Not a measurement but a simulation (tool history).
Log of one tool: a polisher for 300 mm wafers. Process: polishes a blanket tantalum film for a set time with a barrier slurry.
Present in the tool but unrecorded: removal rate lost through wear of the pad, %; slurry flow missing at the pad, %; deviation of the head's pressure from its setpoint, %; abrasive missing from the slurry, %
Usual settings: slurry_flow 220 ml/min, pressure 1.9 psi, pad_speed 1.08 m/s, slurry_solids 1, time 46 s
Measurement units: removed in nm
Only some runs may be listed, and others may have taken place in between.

| run | day | slurry_flow | pressure | pad_speed | slurry_solids | time | wafers since the last listed run | wafers polished on this pad | hours since the slurry nozzle was cleaned | hours since the head pressure was calibrated | hours since the slurry blender was calibrated | incoming thickness of the incoming film, nm | removed |
|---|---|---|---|---|---|---|---|---|---|---|---|---|---|
| 1 | 0 | 220 | 1.9 | 0.78 | 1.2 | 46 | 0 | 5871 | 505.1 | 92 | 103 | 221.6 | 47.8 |
|  | 1.592 | worn pad replaced by a new one |
| 2 | 8.762 | 220 | 1.9 | 1.08 | 1 | 50 | 2274 | 1897 | 715.4 | 302.3 | 313.3 | 221 | 73.3 |
|  | 9.667 | slurry nozzle cleaned |
| 3 | 11.688 | 220 | 1.9 | 1.08 | 1 | 46 | 762 | 2660 | 48.5 | 372.5 | 383.5 | 218.6 | 67.1 |
| 4 | 15.392 | 220 | 1.9 | 1.08 | 1 | 46 | 980 | 3640 | 137.4 | 461.4 | 472.4 | 219.2 | 64.7 |
| 5 | 17.238 | 220 | 1.9 | 1.08 | 1 | 46 | 488 | 4129 | 181.7 | 505.7 | 516.7 | 219.1 | 62.9 |
|  | 20.192 | slurry blender recalibrated |
| 6 | 20.742 | 220 | 1.9 | 1.26 | 1 | 50 | 905 | 5034 | 265.8 | 589.8 | 13.2 | 222.1 | 84.9 |
|  | 24.467 | worn pad replaced by a new one |
|  | 30.804 | head pressure recalibrated |
| 7 | 33.025 | 220 | 1.9 | 1.26 | 1 | 50 | 3184 | 2242 | 560.6 | 53.3 | 308 | 216.5 | 82.8 |
| 8 | 35.612 | 220 | 1.9 | 1.26 | 1 | 50 | 684 | 2926 | 622.7 | 115.4 | 370.1 | 217.7 | 81.2 |
|  | 36.988 | slurry nozzle cleaned |
| 9 | 37.733 | 190 | 1.9 | 1.08 | 1 | 46 | 550 | 3477 | 17.9 | 166.3 | 421 | 218.7 | 63.8 |
| 10 | 40.042 | 220 | 2.4 | 1.08 | 1 | 46 | 610 | 4087 | 73.3 | 221.7 | 476.4 | 219.7 | 77.3 |
|  | 43.25 | slurry blender recalibrated |
| 11 | 43.958 | 275 | 1.9 | 1.08 | 1 | 46 | 1014 | 5102 | 167.3 | 315.7 | 17 | 223.5 | 67 |
| 12 | 47.475 | 285 | 2.6 | 0.92 | 1 | 46 | 930 | 6032 | 251.7 | 400.1 | 101.4 | 218.8 | 71.8 |
| 13 | 50.129 | 220 | 1.9 | 1.08 | 1.25 | 46 | 702 | 6735 | 315.4 | 463.8 | 165.1 | 215.3 | 65.1 |
|  | 51.146 | worn pad replaced by a new one |
| 14 | 53.825 | 220 | 1.9 | 1.08 | 1 | 31 | 933 | 708 | 404.1 | 552.5 | 253.8 | 217.3 | 45.9 |
| 15 | 55.942 | 220 | 1.9 | 0.74 | 0.75 | 46 | 560 | 1268 | 454.9 | 603.3 | 304.6 | 218.4 | 43.6 |
| 16 | 58.267 | 220 | 1.9 | 1.08 | 1 | 46 | 615 | 1883 | 510.7 | 659.1 | 360.4 | 220.2 | 67.4 |
| 17 | 61.554 | 260 | 1.9 | 1.08 | 1 | 37 | 869 | 2753 | 589.6 | 738 | 439.3 | 221.3 | 53.7 |
|  | 62.571 | head pressure recalibrated |
| 18 | 65.012 | 220 | 1.4 | 0.74 | 1 | 46 | 893 | 3646 | 672.6 | 58.6 | 522.3 | 219.6 | 34.8 |
|  | 69.125 | slurry nozzle cleaned |
| 19 | 69.146 | 220 | 1.9 | 1.08 | 1 | 46 | 1082 | 4729 | 0.5 | 157.8 | 621.5 | 218.6 | 63.1 |
|  | 70.617 | slurry blender recalibrated |
| 20 | 71.304 | 220 | 1.9 | 1.08 | 1 | 41 | 549 | 5278 | 52.3 | 209.6 | 16.5 | 220 | 59.8 |
|  | 80.258 | worn pad replaced by a new one |
| 21 | 81.425 | 220 | 1.2 | 1.08 | 1 | 46 | 2634 | 308 | 295.2 | 452.5 | 259.4 | 217.1 | 48 |
| 22 | 84.538 | 175 | 1.9 | 0.92 | 0.85 | 46 | 823 | 1132 | 369.9 | 527.2 | 334.1 | 217.7 | 52 |
| 23 | 87.471 | 220 | 2.5 | 1.08 | 1 | 46 | 776 | 1908 | 440.3 | 597.6 | 404.5 | 216.5 | 80.7 |
| 24 | 90.746 | 165 | 1.9 | 1.08 | 1.3 | 61 | 866 | 2775 | 518.9 | 676.2 | 483.1 | 217.8 | 86.5 |
| 25 | 94.608 | 265 | 2.3 | 1.08 | 1.2 | 46 | 1022 | 3797 | 611.6 | 768.9 | 575.8 | 220.6 | 78.4 |
|  | 96.296 | slurry nozzle cleaned |
|  | 96.667 | slurry blender recalibrated |
|  | 97.75 | head pressure recalibrated |
| 26 | 98.508 | 270 | 2.5 | 1.08 | 0.75 | 46 | 976 | 4774 | 53.1 | 18.2 | 44.2 | 218.2 | 79.5 |
| 27 | 100.383 | 220 | 1.9 | 1.08 | 1 | 46 | 496 | 5270 | 98.1 | 63.2 | 89.2 | 216.7 | 65 |
| 28 | 103.783 | 220 | 1.9 | 0.94 | 1 | 51 | 899 | 6170 | 179.7 | 144.8 | 170.8 | 223.5 | 60.9 |
| 29 | 106.238 | 285 | 2.6 | 0.92 | 1 | 46 | 649 | 6819 | 238.6 | 203.7 | 229.7 | 220.5 | 69.2 |
| 30 | 109.096 | 220 | 1.9 | 1.32 | 1 | 58 | 756 | 7576 | 307.2 | 272.3 | 298.3 | 221.7 | 92.4 |

Some steps in removed, run to run, broken into two amounts with sign: the step expected even without the hidden condition (settings, incoming material, random variation), and the rest, left for the hidden condition together with whatever gauge scatter is not in both the measured and the hidden-condition-free result:
Run 1 -> 2: pad_speed 0.78 -> 1.08, slurry_solids 1.2 -> 1, time 46 -> 50, worn pad replaced by a new one. removed +25.5 nm: hidden state +0.2, all else +25.3.
Run 10 -> 11: slurry_flow 220 -> 275, pressure 2.4 -> 1.9, slurry blender recalibrated. removed -10.3 nm: hidden state +6.4, all else -16.7.
Run 13 -> 14: slurry_solids 1.25 -> 1, time 46 -> 31, worn pad replaced by a new one. removed -19.2 nm: hidden state +7.7, all else -26.9.
Run 18 -> 19: pressure 1.4 -> 1.9, pad_speed 0.74 -> 1.08, slurry nozzle cleaned. removed +28.3 nm: hidden state -5.9, all else +34.2.
Run 22 -> 23: slurry_flow 175 -> 220, pressure 1.9 -> 2.5, pad_speed 0.92 -> 1.08, slurry_solids 0.85 -> 1. removed +28.7 nm: hidden state -4.7, all else +33.4.
Run 29 -> 30: slurry_flow 285 -> 220, pressure 2.6 -> 1.9, pad_speed 0.92 -> 1.32, time 46 -> 58. removed +23.2 nm: hidden state -7.1, all else +30.3.
